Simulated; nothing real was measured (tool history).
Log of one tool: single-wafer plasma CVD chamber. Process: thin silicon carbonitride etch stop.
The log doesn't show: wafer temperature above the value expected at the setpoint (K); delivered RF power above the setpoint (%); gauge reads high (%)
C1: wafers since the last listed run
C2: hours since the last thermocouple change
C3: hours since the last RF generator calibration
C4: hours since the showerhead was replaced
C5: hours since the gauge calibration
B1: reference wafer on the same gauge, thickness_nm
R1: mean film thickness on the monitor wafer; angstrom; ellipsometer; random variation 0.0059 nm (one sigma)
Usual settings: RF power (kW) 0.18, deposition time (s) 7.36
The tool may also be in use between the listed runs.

{"run": 1, "day": 0.0, "RF power (kW)": 0.18, "deposition time (s)": 7.36, "C1": 0, "C2": 2727, "C3": 1331.5, "C4": 4217.4, "C5": 69, "B1": 3.895, "R1": 39.52}
{"run": 2, "day": 0.554, "RF power (kW)": 0.18, "deposition time (s)": 7.36, "C1": 338, "C2": 2740.3, "C3": 1344.8, "C4": 4230.7, "C5": 82.3, "B1": 3.899, "R1": 39.47}
{"run": 3, "day": 1.283, "RF power (kW)": 0.18, "deposition time (s)": 7.36, "C1": 445, "C2": 2757.8, "C3": 1362.3, "C4": 4248.2, "C5": 99.8, "B1": 3.9, "R1": 39.56}
{"run": 4, "day": 2.492, "RF power (kW)": 0.18, "deposition time (s)": 7.36, "C1": 737, "C2": 2786.8, "C3": 1391.3, "C4": 4277.2, "C5": 128.8, "B1": 3.905, "R1": 39.73}
{"run": 5, "day": 2.929, "RF power (kW)": 0.18, "deposition time (s)": 7.36, "C1": 267, "C2": 2797.3, "C3": 1401.8, "C4": 4287.7, "C5": 139.3, "B1": 3.905, "R1": 39.74}
{"run": 6, "day": 3.392, "RF power (kW)": 0.18, "deposition time (s)": 7.36, "C1": 282, "C2": 2808.4, "C3": 1412.9, "C4": 4298.8, "C5": 150.4, "B1": 3.908, "R1": 39.75}
{"run": 7, "day": 3.796, "RF power (kW)": 0.18, "deposition time (s)": 7.36, "C1": 246, "C2": 2818.1, "C3": 1422.6, "C4": 4308.5, "C5": 160.1, "B1": 3.911, "R1": 39.76}
{"run": 8, "day": 4.367, "RF power (kW)": 0.18, "deposition time (s)": 7.36, "C1": 348, "C2": 2831.8, "C3": 1436.3, "C4": 4322.2, "C5": 173.8, "B1": 3.913, "R1": 39.78}
{"run": 9, "day": 4.65, "RF power (kW)": 0.18, "deposition time (s)": 7.36, "C1": 172, "C2": 2838.6, "C3": 1443.1, "C4": 4329, "C5": 180.6, "B1": 3.915, "R1": 39.59}
{"run": 10, "day": 5.371, "RF power (kW)": 0.19, "deposition time (s)": 6.59, "C1": 439, "C2": 2855.9, "C3": 1460.4, "C4": 4346.3, "C5": 197.9, "B1": 3.92, "R1": 36}
{"run": 11, "day": 5.871, "RF power (kW)": 0.18, "deposition time (s)": 7.74, "C1": 305, "C2": 2867.9, "C3": 1472.4, "C4": 4358.3, "C5": 209.9, "B1": 3.923, "R1": 41.77}
{"day": 6.467, "done": "showerhead replaced"}
{"run": 12, "day": 6.488, "RF power (kW)": 0.18, "deposition time (s)": 7.74, "C1": 172, "C2": 2882.7, "C3": 1487.2, "C4": 0.5, "C5": 224.7, "B1": 3.925, "R1": 41.95}
{"day": 6.954, "done": "gauge calibrated"}
{"run": 13, "day": 7.05, "RF power (kW)": 0.165, "deposition time (s)": 6.53, "C1": 343, "C2": 2896.2, "C3": 1500.7, "C4": 14, "C5": 2.3, "B1": 3.892, "R1": 34.55}
{"day": 7.583, "done": "thermocouple changed; heater temperature recalibrated"}
{"run": 14, "day": 7.604, "RF power (kW)": 0.2, "deposition time (s)": 7.36, "C1": 134, "C2": 0.5, "C3": 1514, "C4": 27.3, "C5": 15.6, "B1": 3.891, "R1": 40.33}
{"run": 15, "day": 8.217, "RF power (kW)": 0.18, "deposition time (s)": 7.36, "C1": 373, "C2": 15.2, "C3": 1528.7, "C4": 42, "C5": 30.3, "B1": 3.893, "R1": 39.64}
{"run": 16, "day": 8.8, "RF power (kW)": 0.21, "deposition time (s)": 6.58, "C1": 356, "C2": 29.2, "C3": 1542.7, "C4": 56, "C5": 44.3, "B1": 3.893, "R1": 36.42}
{"day": 9.583, "done": "RF generator calibrated"}
{"run": 17, "day": 9.604, "RF power (kW)": 0.15, "deposition time (s)": 8.45, "C1": 287, "C2": 48.5, "C3": 0.5, "C4": 75.3, "C5": 63.6, "B1": 3.894, "R1": 43.88}
{"run": 18, "day": 10.029, "RF power (kW)": 0.165, "deposition time (s)": 5.91, "C1": 259, "C2": 58.7, "C3": 10.7, "C4": 85.5, "C5": 73.8, "B1": 3.895, "R1": 31.26}
{"run": 19, "day": 10.512, "RF power (kW)": 0.205, "deposition time (s)": 8.37, "C1": 294, "C2": 70.3, "C3": 22.3, "C4": 97.1, "C5": 85.4, "B1": 3.897, "R1": 46.22}
{"run": 20, "day": 10.954, "RF power (kW)": 0.18, "deposition time (s)": 8, "C1": 269, "C2": 80.9, "C3": 32.9, "C4": 107.7, "C5": 96, "B1": 3.898, "R1": 42.91}
{"run": 21, "day": 11.354, "RF power (kW)": 0.195, "deposition time (s)": 6.81, "C1": 244, "C2": 90.5, "C3": 42.5, "C4": 117.3, "C5": 105.6, "B1": 3.901, "R1": 37.23}
{"run": 22, "day": 11.679, "RF power (kW)": 0.195, "deposition time (s)": 6.25, "C1": 198, "C2": 98.3, "C3": 50.3, "C4": 125.1, "C5": 113.4, "B1": 3.901, "R1": 34.2}
{"run": 23, "day": 11.95, "RF power (kW)": 0.18, "deposition time (s)": 7.36, "C1": 165, "C2": 104.8, "C3": 56.8, "C4": 131.6, "C5": 119.9, "B1": 3.901, "R1": 39.66}
{"run": 24, "day": 12.638, "RF power (kW)": 0.215, "deposition time (s)": 6.5, "C1": 419, "C2": 121.3, "C3": 73.3, "C4": 148.1, "C5": 136.4, "B1": 3.905, "R1": 36.31}
{"run": 25, "day": 13.292, "RF power (kW)": 0.15, "deposition time (s)": 7.92, "C1": 399, "C2": 137, "C3": 89, "C4": 163.8, "C5": 152.1, "B1": 3.909, "R1": 41.23}
{"run": 26, "day": 13.875, "RF power (kW)": 0.195, "deposition time (s)": 6.12, "C1": 356, "C2": 151, "C3": 103, "C4": 177.8, "C5": 166.1, "B1": 3.912, "R1": 33.59}
{"run": 27, "day": 14.188, "RF power (kW)": 0.21, "deposition time (s)": 6.66, "C1": 190, "C2": 158.5, "C3": 110.5, "C4": 185.3, "C5": 173.6, "B1": 3.913, "R1": 37.11}
{"run": 28, "day": 14.562, "RF power (kW)": 0.205, "deposition time (s)": 8.05, "C1": 228, "C2": 167.5, "C3": 119.5, "C4": 194.3, "C5": 182.6, "B1": 3.915, "R1": 44.65}
{"run": 29, "day": 15.896, "RF power (kW)": 0.18, "deposition time (s)": 7.36, "C1": 813, "C2": 199.5, "C3": 151.5, "C4": 226.3, "C5": 214.6, "B1": 3.925, "R1": 39.73}

How the hidden state differs across the entries between the runs, from the last listed run before each to the first after it:
Between runs 11 and 12: showerhead replaced (day 6.467)
  gauge reads high (%): 0.85 -> 0.964
  measured less the result without the state, R1: +0.35 -> +0.4 angstrom
Between runs 12 and 13: gauge calibrated (day 6.954)
  gauge reads high (%): 0.964 -> 0.0626
  measured less the result without the state, R1: +0.4 -> +0.02 angstrom
Between runs 13 and 14: thermocouple changed; heater temperature recalibrated (day 7.583)
  gauge reads high (%): 0.0626 -> 0.0668
  measured less the result without the state, R1: +0.02 -> +0.03 angstrom
Between runs 16 and 17: RF generator calibrated (day 9.583)
  gauge reads high (%): 0.0974 -> 0.134
  measured less the result without the state, R1: +0.04 -> +0.06 angstrom
